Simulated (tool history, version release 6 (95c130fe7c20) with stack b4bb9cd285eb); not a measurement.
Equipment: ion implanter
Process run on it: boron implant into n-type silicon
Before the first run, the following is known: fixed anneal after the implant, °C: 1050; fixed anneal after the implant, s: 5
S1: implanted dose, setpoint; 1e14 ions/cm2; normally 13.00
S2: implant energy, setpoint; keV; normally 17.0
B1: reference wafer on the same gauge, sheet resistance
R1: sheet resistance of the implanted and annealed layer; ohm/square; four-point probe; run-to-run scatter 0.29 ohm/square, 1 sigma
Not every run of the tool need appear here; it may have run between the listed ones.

run    hour     S1    S2     B1      R1
  1     0.0  13.00  20.0  71.37   86.38
  2    41.2  13.00  20.0  71.40   85.99
  3    71.0  13.00  17.0  71.38   88.68
  4   188.5   9.92  17.0  71.42  109.82
  5   237.4   9.92  17.0  71.42  109.86
  6   305.4  13.00  17.0  71.38   88.26
  7   340.8  13.00  17.0  71.39   88.44
      375.0  -- gauge calibrated
  8   408.2  13.00  17.0  71.39   89.07
  9   436.6  13.00  17.0  71.43   88.65
      458.5  -- extraction supply calibrated
 10   472.0  13.00  17.0  71.37   88.91
 11   503.6  13.00  17.0  71.40   89.05
 12   551.9  12.04  17.0  71.40   94.76
 13   596.5  13.00  17.0  71.42   88.35
 14   665.6  13.00  13.0  71.42   93.56
 15   840.6  13.00  17.0  71.38   89.12
 16   865.9  15.66  22.5  71.42   74.85
 17   919.9  16.51  17.0  71.37   75.64
 18   975.6  14.32  13.5  71.39   87.54
     1024.9  -- Faraday cup replaced and dose calibrated
 19  1025.4  14.07  11.0  71.43   91.93
 20  1079.0  14.43  21.0  71.38   77.78
 21  1113.5  16.28  11.5  71.39   84.24
     1140.9  -- gauge calibrated
 22  1166.1  13.00  17.0  71.40   87.49
 23  1213.1  11.45  18.5  71.36   95.09
 24  1277.2  13.00  17.0  71.43   87.84
 25  1312.9  13.00  17.0  71.37   88.03
 26  1369.5  16.08  21.0  71.42   73.06
 27  1408.5  11.13  17.0  71.40   99.68
 28  1465.1  15.27  21.5  71.42   75.52

5 options for the next run, each taken on its own from the tool as it stands now. Forecast them:
  A  1465.5  13.00  17.0   ?   ?
  B  1465.5  13.00  14.5   ?   ?
  C  1465.5  15.96  17.0   ?   ?
  D  1465.5  14.60  22.5   ?   ?
  E  1465.5  14.77  17.0   ?   ?

run     B1     R1
  A  71.42  88.30
  B  71.42  90.89
  C  71.42  76.37
  D  71.42  77.87
  E  71.42  80.48
Without the tool's unlogged condition, the same runs would have read:
run     R1
  A  86.40
  B  89.06
  C  74.94
  D  76.15
  E  78.89
